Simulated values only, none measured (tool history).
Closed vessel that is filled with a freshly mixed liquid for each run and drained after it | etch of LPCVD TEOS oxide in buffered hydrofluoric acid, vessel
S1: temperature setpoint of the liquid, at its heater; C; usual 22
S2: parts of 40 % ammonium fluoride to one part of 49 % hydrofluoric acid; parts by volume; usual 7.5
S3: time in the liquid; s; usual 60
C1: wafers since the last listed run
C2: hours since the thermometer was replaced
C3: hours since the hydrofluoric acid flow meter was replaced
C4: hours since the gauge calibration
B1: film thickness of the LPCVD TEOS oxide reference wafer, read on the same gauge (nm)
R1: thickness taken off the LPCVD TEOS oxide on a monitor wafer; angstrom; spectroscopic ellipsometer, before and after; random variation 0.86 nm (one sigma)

{"run": 1, "hour": 0.0, "S1": 25.5, "S2": 8, "S3": 60, "C1": 0, "C2": 2176.2, "C3": 1793.3, "C4": 121.7, "B1": 49.98, "R1": 2082.6}
{"run": 2, "hour": 12.4, "S1": 25.5, "S2": 8, "S3": 60, "C1": 1255, "C2": 2188.6, "C3": 1805.7, "C4": 134.1, "B1": 49.97, "R1": 2076.1}
{"run": 3, "hour": 24.2, "S1": 23, "S2": 7.5, "S3": 60, "C1": 1194, "C2": 2200.4, "C3": 1817.5, "C4": 145.9, "B1": 50.02, "R1": 1939.2}
{"run": 4, "hour": 30.9, "S1": 19, "S2": 7.5, "S3": 60, "C1": 678, "C2": 2207.1, "C3": 1824.2, "C4": 152.6, "B1": 50.01, "R1": 1545.1}
{"run": 5, "hour": 38.8, "S1": 19, "S2": 7.5, "S3": 60, "C1": 799, "C2": 2215, "C3": 1832.1, "C4": 160.5, "B1": 49.99, "R1": 1553}
{"run": 6, "hour": 53.9, "S1": 22, "S2": 7.5, "S3": 60, "C1": 1528, "C2": 2230.1, "C3": 1847.2, "C4": 175.6, "B1": 50.04, "R1": 1828.1}
{"run": 7, "hour": 62.0, "S1": 22, "S2": 7.5, "S3": 60, "C1": 819, "C2": 2238.2, "C3": 1855.3, "C4": 183.7, "B1": 50.01, "R1": 1816.1}
{"run": 8, "hour": 74.0, "S1": 22, "S2": 7.5, "S3": 60, "C1": 1214, "C2": 2250.2, "C3": 1867.3, "C4": 195.7, "B1": 50.02, "R1": 1831.3}
{"run": 9, "hour": 86.9, "S1": 22, "S2": 7.5, "S3": 60, "C1": 1305, "C2": 2263.1, "C3": 1880.2, "C4": 208.6, "B1": 50.02, "R1": 1818.7}
{"run": 10, "hour": 103.2, "S1": 22, "S2": 7.5, "S3": 60, "C1": 1649, "C2": 2279.4, "C3": 1896.5, "C4": 224.9, "B1": 49.99, "R1": 1832.8}
{"run": 11, "hour": 119.6, "S1": 22, "S2": 7.5, "S3": 60, "C1": 1660, "C2": 2295.8, "C3": 1912.9, "C4": 241.3, "B1": 49.98, "R1": 1820}
{"run": 12, "hour": 130.0, "S1": 18, "S2": 7.5, "S3": 60, "C1": 1052, "C2": 2306.2, "C3": 1923.3, "C4": 251.7, "B1": 50.03, "R1": 1450}
{"run": 13, "hour": 140.3, "S1": 18, "S2": 7.5, "S3": 60, "C1": 1042, "C2": 2316.5, "C3": 1933.6, "C4": 262, "B1": 50.01, "R1": 1453}
{"run": 14, "hour": 150.8, "S1": 22, "S2": 10, "S3": 60, "C1": 1062, "C2": 2327, "C3": 1944.1, "C4": 272.5, "B1": 49.98, "R1": 1400.1}
{"run": 15, "hour": 167.2, "S1": 26.5, "S2": 10, "S3": 60, "C1": 1660, "C2": 2343.4, "C3": 1960.5, "C4": 288.9, "B1": 50.01, "R1": 1794.6}
{"run": 16, "hour": 176.4, "S1": 22, "S2": 8.5, "S3": 30, "C1": 931, "C2": 2352.6, "C3": 1969.7, "C4": 298.1, "B1": 49.96, "R1": 795.3}
{"run": 17, "hour": 190.9, "S1": 25, "S2": 6.5, "S3": 80, "C1": 1467, "C2": 2367.1, "C3": 1984.2, "C4": 312.6, "B1": 49.96, "R1": 3301.9}
{"hour": 199.1, "done": "gauge calibrated"}
{"run": 18, "hour": 234.4, "S1": 22, "S2": 7.5, "S3": 60, "C1": 4403, "C2": 2410.6, "C3": 2027.7, "C4": 35.3, "B1": 50.05, "R1": 1811.9}
{"hour": 245.5, "done": "thermometer replaced"}
{"run": 19, "hour": 246.8, "S1": 22, "S2": 7.5, "S3": 60, "C1": 1153, "C2": 1.3, "C3": 2040.1, "C4": 47.7, "B1": 50, "R1": 2074.5}
{"run": 20, "hour": 263.1, "S1": 17.5, "S2": 5.5, "S3": 80, "C1": 1649, "C2": 17.6, "C3": 2056.4, "C4": 64, "B1": 49.98, "R1": 2825.4}
{"hour": 267.7, "done": "hydrofluoric acid flow meter replaced"}
{"run": 21, "hour": 273.3, "S1": 19.5, "S2": 10, "S3": 45, "C1": 931, "C2": 27.8, "C3": 5.6, "C4": 74.2, "B1": 49.96, "R1": 1028.2}
{"run": 22, "hour": 285.0, "S1": 22, "S2": 10.5, "S3": 60, "C1": 1184, "C2": 39.5, "C3": 17.3, "C4": 85.9, "B1": 50.02, "R1": 1514.2}
{"run": 23, "hour": 296.1, "S1": 27, "S2": 8.5, "S3": 75, "C1": 1123, "C2": 50.6, "C3": 28.4, "C4": 97, "B1": 50.01, "R1": 2933.6}
{"run": 24, "hour": 311.7, "S1": 22, "S2": 7.5, "S3": 60, "C1": 1579, "C2": 66.2, "C3": 44, "C4": 112.6, "B1": 49.96, "R1": 2059.5}
{"run": 25, "hour": 321.9, "S1": 22, "S2": 7.5, "S3": 75, "C1": 1032, "C2": 76.4, "C3": 54.2, "C4": 122.8, "B1": 50.01, "R1": 2586.4}
{"run": 26, "hour": 336.1, "S1": 22, "S2": 7.5, "S3": 40, "C1": 1437, "C2": 90.6, "C3": 68.4, "C4": 137, "B1": 50.03, "R1": 1379.8}
{"run": 27, "hour": 349.3, "S1": 19.5, "S2": 10, "S3": 75, "C1": 1336, "C2": 103.8, "C3": 81.6, "C4": 150.2, "B1": 50.02, "R1": 1718.4}
{"run": 28, "hour": 363.0, "S1": 25, "S2": 7.5, "S3": 95, "C1": 1386, "C2": 117.5, "C3": 95.3, "C4": 163.9, "B1": 50.02, "R1": 3842.7}

4 ways to go on from here, each from the tool as it stands after run 28. What would each give?
{"run": "A", "hour": 363.7, "S1": 18.5, "S2": 7.5, "S3": 60, "C1": 70, "C2": 118.2, "C3": 96, "C4": 164.6, "B1": "?", "R1": "?"}
{"run": "B", "hour": 363.7, "S1": 22, "S2": 8.5, "S3": 40, "C1": 70, "C2": 118.2, "C3": 96, "C4": 164.6, "B1": "?", "R1": "?"}
{"run": "C", "hour": 363.7, "S1": 25.5, "S2": 9.5, "S3": 70, "C1": 70, "C2": 118.2, "C3": 96, "C4": 164.6, "B1": "?", "R1": "?"}
{"run": "D", "hour": 363.7, "S1": 26.5, "S2": 7.5, "S3": 80, "C1": 70, "C2": 118.2, "C3": 96, "C4": 164.6, "B1": "?", "R1": "?"}

run=A B1=49.99 R1=1689.6
run=B B1=49.99 R1=1196.2
run=C B1=49.99 R1=2302.5
run=D B1=49.99 R1=3500.1
Without the tool's hidden state the same runs would have given:
run=A R1=1706.8
run=B R1=1208.1
run=C R1=2325
run=D R1=3534

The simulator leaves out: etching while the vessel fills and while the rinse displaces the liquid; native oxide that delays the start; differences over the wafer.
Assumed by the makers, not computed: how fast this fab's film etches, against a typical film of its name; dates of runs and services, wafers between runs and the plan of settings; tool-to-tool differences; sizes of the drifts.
